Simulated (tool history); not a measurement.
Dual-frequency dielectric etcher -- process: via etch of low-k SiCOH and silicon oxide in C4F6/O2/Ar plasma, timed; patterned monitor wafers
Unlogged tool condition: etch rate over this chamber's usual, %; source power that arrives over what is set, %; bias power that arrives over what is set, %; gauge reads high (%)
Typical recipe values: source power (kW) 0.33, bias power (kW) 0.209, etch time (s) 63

run,hour,source power (kW),bias power (kW),etch time (s),wafers since the last listed run,hours since the last wet clean,hours since the last source power generator calibration,hours since the last bias power generator calibration,hours since the last upper electrode change,hours since the gauge calibration,"read-back reference wafer on the same gauge, depth_nm",mean etch depth across the wafer (angstrom)
1,0,0.33,0.209,63,0,336.6,3925.7,2928.9,1610.8,2020,129.8,1643
# hour 8.6: source power generator calibrated
2,42.2,0.33,0.209,63,498,378.8,33.6,2971.1,1653,2062.2,130.1,1644
3,112.8,0.29,0.209,63,920,449.4,104.2,3041.7,1723.6,2132.8,130,1570
# hour 147.1: wet clean of the chamber
4,157,0.29,0.209,63,263,9.9,148.4,3085.9,1767.8,2177,129.8,1498
5,214.4,0.33,0.243,63,748,67.3,205.8,3143.3,1825.2,2234.4,130.1,1679
6,394.4,0.33,0.209,63,2348,247.3,385.8,3323.3,2005.2,2414.4,130.1,1640
7,463.6,0.29,0.239,55.5,902,316.5,455,3392.5,2074.4,2483.6,130.1,1406
8,501.7,0.33,0.258,57.5,497,354.6,493.1,3430.6,2112.5,2521.7,129.9,1593
9,571.2,0.33,0.186,52.5,906,424.1,562.6,3500.1,2182,2591.2,130.2,1334
# hour 633.8: wet clean of the chamber
10,634.3,0.33,0.209,63,510,0.5,625.7,3563.2,2245.1,2654.3,130,1594
11,665.7,0.33,0.209,54.5,409,31.9,657.1,3594.6,2276.5,2685.7,130,1386
12,869.1,0.29,0.209,56,2653,235.3,860.5,3798,2479.9,2889.1,130,1376
# hour 913.8: bias power generator calibrated
13,931.2,0.33,0.209,63,757,297.4,922.6,17.4,2542,2951.2,130,1634
# hour 997: upper electrode replaced, of another model than before
14,997.5,0.33,0.209,50.5,551,363.7,988.9,83.7,0.5,3017.5,129.9,1319
15,1012.6,0.38,0.249,63,196,378.8,1004,98.8,15.6,3032.6,129.8,1939
16,1040.7,0.33,0.209,82,366,406.9,1032.1,126.9,43.7,3060.7,130,2167
# hour 1064.9: gauge calibrated
17,1101.3,0.33,0.258,57.5,790,467.5,1092.7,187.5,104.3,36.4,129.9,1650
18,1130.6,0.39,0.235,50.5,382,496.8,1122,216.8,133.6,65.7,130.1,1548
19,1189,0.33,0.209,71,761,555.2,1180.4,275.2,192,124.1,130,1878
20,1244.2,0.33,0.209,63,720,610.4,1235.6,330.4,247.2,179.3,129.9,1677
# hour 1274: wet clean of the chamber
21,1314.7,0.33,0.209,63,606,40.7,1306.1,400.9,317.7,249.8,129.9,1604
22,1350.5,0.25,0.209,46,467,76.5,1341.9,436.7,353.5,285.6,130,929
23,1383.8,0.33,0.209,63,434,109.8,1375.2,470,386.8,318.9,129.8,1605
24,1425.8,0.33,0.251,46,547,151.8,1417.2,512,428.8,360.9,130.1,1265
25,1466.6,0.28,0.19,73,532,192.6,1458,552.8,469.6,401.7,130.1,1602
26,1525.8,0.26,0.228,63,772,251.8,1517.2,612,528.8,460.9,130,1393
27,1572,0.36,0.228,73,602,298,1563.4,658.2,575,507.1,130.1,2081
28,1619.6,0.39,0.184,57,620,345.6,1611,705.8,622.6,554.7,129.7,1586
29,1704.1,0.33,0.209,63,1102,430.1,1695.5,790.3,707.1,639.2,129.7,1651
30,1756,0.33,0.209,63,677,482,1747.4,842.2,759,691.1,130,1672

For some of the steps in mean etch depth across the wafer (angstrom) from one run to the next: how much would appear even if the tool had no hidden state, given the settings, what came in and random variation, and how much remains for the hidden state plus any gauge scatter that the measured result and the result without hidden state don't share?
Run 3 -> 4: wet clean of the chamber. mean etch depth across the wafer (angstrom) -72: hidden state -67, all else -5.
Run 9 -> 10: bias power (kW) 0.186 -> 0.209, etch time (s) 52.5 -> 63, wet clean of the chamber. mean etch depth across the wafer (angstrom) +260: hidden state -43, all else +303.
Run 20 -> 21: wet clean of the chamber. mean etch depth across the wafer (angstrom) -73: hidden state -90, all else +17.
Run 21 -> 22: source power (kW) 0.33 -> 0.25, etch time (s) 63 -> 46. mean etch depth across the wafer (angstrom) -675: hidden state +3, all else -678.
Run 22 -> 23: source power (kW) 0.25 -> 0.33, etch time (s) 46 -> 63. mean etch depth across the wafer (angstrom) +676: hidden state +7, all else +669.
Run 26 -> 27: source power (kW) 0.26 -> 0.36, etch time (s) 63 -> 73. mean etch depth across the wafer (angstrom) +688: hidden state +21, all else +667.
